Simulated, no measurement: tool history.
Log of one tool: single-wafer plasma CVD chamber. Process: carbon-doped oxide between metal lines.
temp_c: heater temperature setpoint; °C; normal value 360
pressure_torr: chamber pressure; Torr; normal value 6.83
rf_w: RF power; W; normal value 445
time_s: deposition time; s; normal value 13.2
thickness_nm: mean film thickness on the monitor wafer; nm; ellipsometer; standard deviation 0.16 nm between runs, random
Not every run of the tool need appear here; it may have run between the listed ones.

run,hour,temp_c,pressure_torr,rf_w,time_s,"read-back reference wafer on the same gauge, thickness_nm",thickness_nm
1,0.0,360,6.83,445,13.2,57.273,60.989
2,52.6,360,6.83,445,13.2,57.364,60.873
3,104.8,360,6.83,445,13.2,57.454,61.159
4,167.2,360,6.83,445,12.5,57.497,57.861
5,199.0,360,6.83,445,12.5,57.579,58.119
6,263.8,360,6.83,445,13.2,57.616,61.543
7,325.7,360,6.83,445,13.2,57.647,61.240
# hour 449.0: capacitance manometer re-zeroed and calibrated
8,510.8,360,6.83,445,13.2,57.804,61.286
# hour 519.2: RF generator calibrated
# hour 577.9: showerhead replaced
9,580.0,360,6.83,445,13.2,57.799,61.628
10,619.5,360,5.47,445,13.2,57.819,60.885
11,644.6,369,6.83,470,13.2,57.826,62.440
# hour 696.5: thermocouple changed; heater temperature recalibrated
12,706.2,360,6.83,390,13.2,57.853,57.235
13,758.9,356,6.83,445,12.3,57.846,57.902
14,809.5,354,7.48,405,14.8,57.859,66.650
# hour 838.6: gauge calibrated
15,844.7,360,6.83,445,13.2,56.633,60.284
16,900.0,373,5.92,445,14.0,56.801,61.747
17,1032.9,371,6.30,510,12.2,57.092,59.027
18,1090.8,360,6.83,390,13.2,57.168,56.520
19,1129.9,360,7.64,525,13.2,57.211,66.696
20,1163.6,360,6.83,445,13.2,57.236,61.029
21,1213.3,360,8.12,445,13.2,57.363,61.476
22,1270.1,352,6.83,445,11.0,57.414,52.206
23,1306.8,360,7.56,445,13.2,57.431,61.715
24,1347.3,360,7.68,515,13.2,57.483,66.336
25,1414.2,345,6.32,445,10.7,57.513,51.603

Per-run results on a tool with no hidden state, each run keeping its own random variation:
What the log doesn't record here: wafer temperature above the value expected at the setpoint (K); delivered RF power above the setpoint (%); true pressure above the setpoint (%); gauge reads high (%).
run,thickness_nm
1,60.371
2,60.170
3,60.376
4,57.045
5,57.266
6,60.575
7,60.224
8,60.151
9,60.455
10,59.710
11,61.226
12,56.102
13,56.742
14,65.301
15,60.329
16,61.635
17,58.633
18,56.048
19,66.074
20,60.412
21,60.790
22,51.569
23,60.925
24,65.446
25,50.866
